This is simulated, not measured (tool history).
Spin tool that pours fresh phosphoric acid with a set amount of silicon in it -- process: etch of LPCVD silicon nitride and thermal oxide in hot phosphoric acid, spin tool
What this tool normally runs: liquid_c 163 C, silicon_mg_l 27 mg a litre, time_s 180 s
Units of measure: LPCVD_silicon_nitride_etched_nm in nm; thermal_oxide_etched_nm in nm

| run | hour | liquid_c | silicon_mg_l | time_s | read-back film thickness of the LPCVD silicon nitride reference wafer, read on the same gauge (nm) | read-back film thickness of the thermal oxide reference wafer, read on the same gauge (nm) | LPCVD_silicon_nitride_etched_nm | thermal_oxide_etched_nm |
|---|---|---|---|---|---|---|---|---|
| 1 | 0 | 163 | 43 | 180 | 118.51 | 138.234 | 15.93 | 0.145 |
| 2 | 105.7 | 163 | 43 | 180 | 118.32 | 138.056 | 15.76 | 0.175 |
|  | 117.3 | thermometer replaced |
| 3 | 192 | 163 | 27 | 180 | 118.18 | 137.876 | 15.8 | 0.332 |
|  | 226 | gauge calibrated |
| 4 | 289.8 | 163 | 27 | 180 | 120.26 | 140.326 | 16.15 | 0.356 |
| 5 | 375.5 | 163 | 27 | 180 | 120.11 | 140.059 | 15.93 | 0.283 |
| 6 | 421.5 | 163 | 27 | 260 | 119.99 | 140.013 | 23.13 | 0.517 |
| 7 | 466.5 | 163 | 27 | 260 | 119.89 | 139.915 | 23.09 | 0.526 |
| 8 | 669.2 | 163 | 27 | 260 | 119.55 | 139.477 | 22.96 | 0.537 |
| 9 | 732.9 | 161.5 | 6 | 245 | 119.4 | 139.306 | 20.58 | 0.697 |
|  | 830.1 | dissolved silicon flow meter replaced |
| 10 | 874.7 | 164.5 | 19 | 180 | 119.18 | 139.031 | 16.7 | 0.48 |
| 11 | 917.3 | 160 | 42 | 225 | 119.08 | 138.927 | 18.02 | 0.154 |
| 12 | 953.3 | 163 | 27 | 180 | 119.02 | 138.895 | 15.78 | 0.358 |
| 13 | 997.3 | 163 | 27 | 180 | 118.96 | 138.734 | 15.93 | 0.308 |
|  | 1011.8 | thermometer replaced |
| 14 | 1038.4 | 163 | 27 | 180 | 118.89 | 138.752 | 15.91 | 0.387 |
|  | 1058.9 | heated supply line repaired |
| 15 | 1118.3 | 163 | 27 | 100 | 118.74 | 138.563 | 8.79 | 0.211 |
| 16 | 1166.2 | 161.5 | 27 | 270 | 118.65 | 138.39 | 22.61 | 0.41 |
| 17 | 1218.6 | 160.5 | 48.5 | 95 | 118.53 | 138.334 | 7.66 | 0.052 |
| 18 | 1286.6 | 163 | 40.5 | 130 | 118.43 | 138.138 | 11.38 | 0.124 |
|  | 1315.4 | gauge calibrated |
| 19 | 1383.4 | 163 | 27 | 225 | 119.91 | 139.881 | 19.99 | 0.462 |
| 20 | 1444.3 | 163 | 14 | 120 | 119.76 | 139.727 | 10.64 | 0.327 |
| 21 | 1542.5 | 165 | 27 | 255 | 119.64 | 139.537 | 24.06 | 0.501 |
| 22 | 1608.7 | 163 | 27 | 180 | 119.5 | 139.378 | 15.98 | 0.348 |

Below are 4 alternative next runs, each starting from the tool's condition after run 22. Predict each:
| A | 1609.2 | 163 | 27 | 180 | ? | ? | ? | ? |
| B | 1609.2 | 163 | 39 | 105 | ? | ? | ? | ? |
| C | 1609.2 | 160.5 | 13 | 180 | ? | ? | ? | ? |
| D | 1609.2 | 164.5 | 40 | 100 | ? | ? | ? | ? |

| run | read-back film thickness of the LPCVD silicon nitride reference wafer, read on the same gauge (nm) | read-back film thickness of the thermal oxide reference wafer, read on the same gauge (nm) | LPCVD_silicon_nitride_etched_nm | thermal_oxide_etched_nm |
|---|---|---|---|---|
| A | 119.46 | 139.389 | 15.9 | 0.32 |
| B | 119.46 | 139.389 | 9.28 | 0.107 |
| C | 119.46 | 139.389 | 14.63 | 0.4 |
| D | 119.46 | 139.389 | 9.28 | 0.106 |
Without the tool's unlogged condition, the same runs would have read:
| run | LPCVD_silicon_nitride_etched_nm | thermal_oxide_etched_nm |
|---|---|---|
| A | 15.97 | 0.322 |
| B | 9.32 | 0.107 |
| C | 14.7 | 0.401 |
| D | 9.33 | 0.107 |

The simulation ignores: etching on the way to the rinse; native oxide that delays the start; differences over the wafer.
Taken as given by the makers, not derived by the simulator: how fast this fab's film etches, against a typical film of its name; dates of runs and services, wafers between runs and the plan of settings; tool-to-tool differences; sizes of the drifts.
